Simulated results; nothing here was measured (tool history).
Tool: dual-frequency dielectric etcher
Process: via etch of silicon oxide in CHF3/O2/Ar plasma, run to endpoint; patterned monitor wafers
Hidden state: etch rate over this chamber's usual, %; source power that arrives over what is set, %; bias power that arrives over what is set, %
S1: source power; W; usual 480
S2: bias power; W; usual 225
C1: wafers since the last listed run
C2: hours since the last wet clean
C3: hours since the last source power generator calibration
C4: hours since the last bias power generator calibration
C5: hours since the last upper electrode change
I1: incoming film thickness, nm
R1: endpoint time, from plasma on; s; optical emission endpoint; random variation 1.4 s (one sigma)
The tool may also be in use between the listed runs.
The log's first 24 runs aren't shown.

At hour 1870.3: wet clean of the chamber.
Run 25, hour 1903.1: usual settings but S1 540 W, S2 200 W; C1 347; C2 32.8; C3 758.2; C4 5324.4; C5 785.8; I1 423.4. Result: R1 188.9 s.
At hour 1946.6: bias power generator calibrated.
Run 26, hour 1964.0: usual settings but S1 530 W, S2 252 W; C1 247; C2 93.7; C3 819.1; C4 17.4; C5 846.7; I1 423.0. Result: R1 177.2 s.
Run 27, hour 2041.6: usual settings; C1 337; C2 171.3; C3 896.7; C4 95.0; C5 924.3; I1 424.0. Result: R1 192.1 s.
Run 28, hour 2135.8: usual settings; C1 409; C2 265.5; C3 990.9; C4 189.2; C5 1018.5; I1 426.6. Result: R1 193.9 s.
Run 29, hour 2203.8: usual settings but S1 560 W; C1 295; C2 333.5; C3 1058.9; C4 257.2; C5 1086.5; I1 426.5. Result: R1 178.2 s.
Run 30, hour 2251.9: usual settings but S2 268 W; C1 208; C2 381.6; C3 1107.0; C4 305.3; C5 1134.6; I1 429.8. Result: R1 184.5 s.
Run 31, hour 2303.7: usual settings; C1 225; C2 433.4; C3 1158.8; C4 357.1; C5 1186.4; I1 423.5. Result: R1 196.5 s.
Run 32, hour 2354.0: usual settings but S1 560 W, S2 279 W; C1 218; C2 483.7; C3 1209.1; C4 407.4; C5 1236.7; I1 422.8. Result: R1 168.1 s.
Run 33, hour 2415.1: usual settings but S1 370 W, S2 246 W; C1 265; C2 544.8; C3 1270.2; C4 468.5; C5 1297.8; I1 424.3. Result: R1 219.2 s.
Run 34, hour 2499.0: usual settings; C1 364; C2 628.7; C3 1354.1; C4 552.4; C5 1381.7; I1 417.9. Result: R1 194.6 s.

The next listed run, before its measurement:
At hour 2612.6: wet clean of the chamber.
Run 35, hour 2613.1: usual settings but S1 410 W, S2 263 W; C1 391; C2 0.5; C3 1468.2; C4 666.5; C5 1495.8; I1 421.7. Result: R1 ?.

Run 35 gave R1 198.1 s.
Without the tool's hidden state the same run would have given R1 197.8 s.
